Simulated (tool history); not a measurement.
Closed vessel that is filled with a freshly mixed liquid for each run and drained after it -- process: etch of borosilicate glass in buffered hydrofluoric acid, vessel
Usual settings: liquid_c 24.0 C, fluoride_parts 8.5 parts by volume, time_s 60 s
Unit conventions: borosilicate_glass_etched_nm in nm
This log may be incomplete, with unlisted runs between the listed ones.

run   hour  liquid_c  fluoride_parts  time_s  read-back film thickness of the borosilicate glass reference wafer, read on the same gauge (nm)  borosilicate_glass_etched_nm
  1    0.0      24.0            10.0      60                                                                                            49.10                         78.10
  2   24.0      24.0             8.5      40                                                                                            49.08                         58.32
  3  118.2      24.0             8.5      40                                                                                            48.85                         58.60
  4  137.5      24.0             8.5      60                                                                                            48.82                         88.00
  5  164.8      24.0             8.5      60                                                                                            48.75                         87.52
  6  177.9      24.0             8.5      60                                                                                            48.75                         87.61
  7  201.1      24.0             8.5      60                                                                                            48.68                         88.00
  8  223.5      24.0             8.5      60                                                                                            48.69                         87.54
  9  248.9      24.0             8.5      60                                                                                            48.63                         87.80
 10  262.5      24.0             8.5      60                                                                                            48.58                         86.83
     291.2  -- gauge calibrated
 11  297.0      24.0             8.5      60                                                                                            50.14                         91.07
 12  320.9      24.0             8.5      60                                                                                            50.10                         88.96
 13  339.9      24.0             6.5      60                                                                                            50.05                        117.40
 14  375.0      24.0             6.5      60                                                                                            50.01                        119.25
 15  389.0      24.0             6.5      60                                                                                            49.97                        119.10
     393.5  -- hydrofluoric acid flow meter replaced
 16  407.3      24.0             8.5      60                                                                                            49.92                         88.99
 17  436.5      24.0            11.5      60                                                                                            49.92                         68.69
 18  456.3      28.5             8.5      60                                                                                            49.80                        114.20
 19  474.8      24.0             8.5      60                                                                                            49.79                         89.43
 20  507.5      27.0            11.0      60                                                                                            49.74                         83.50
 21  530.3      19.5             8.5      60                                                                                            49.71                         69.36
 22  550.2      29.0             5.5      30                                                                                            49.63                         89.09
 23  584.4      25.5            10.5      30                                                                                            49.57                         40.70
 24  608.7      24.0             8.5      60                                                                                            49.52                         90.05
 25  629.1      20.0             8.5      30                                                                                            49.50                         36.50
 26  660.1      24.0             8.5      50                                                                                            49.42                         73.45

For run 27, what comes out?
     666.2  -- thermometer replaced
 27  679.0      29.0            11.0      70                                                                                                ?                             ?

read-back film thickness of the borosilicate glass reference wafer, read on the same gauge (nm): 49.38
borosilicate_glass_etched_nm: 107.59 nm
Without the tool's hidden state the same run would have given borosilicate_glass_etched_nm 108.93 nm.
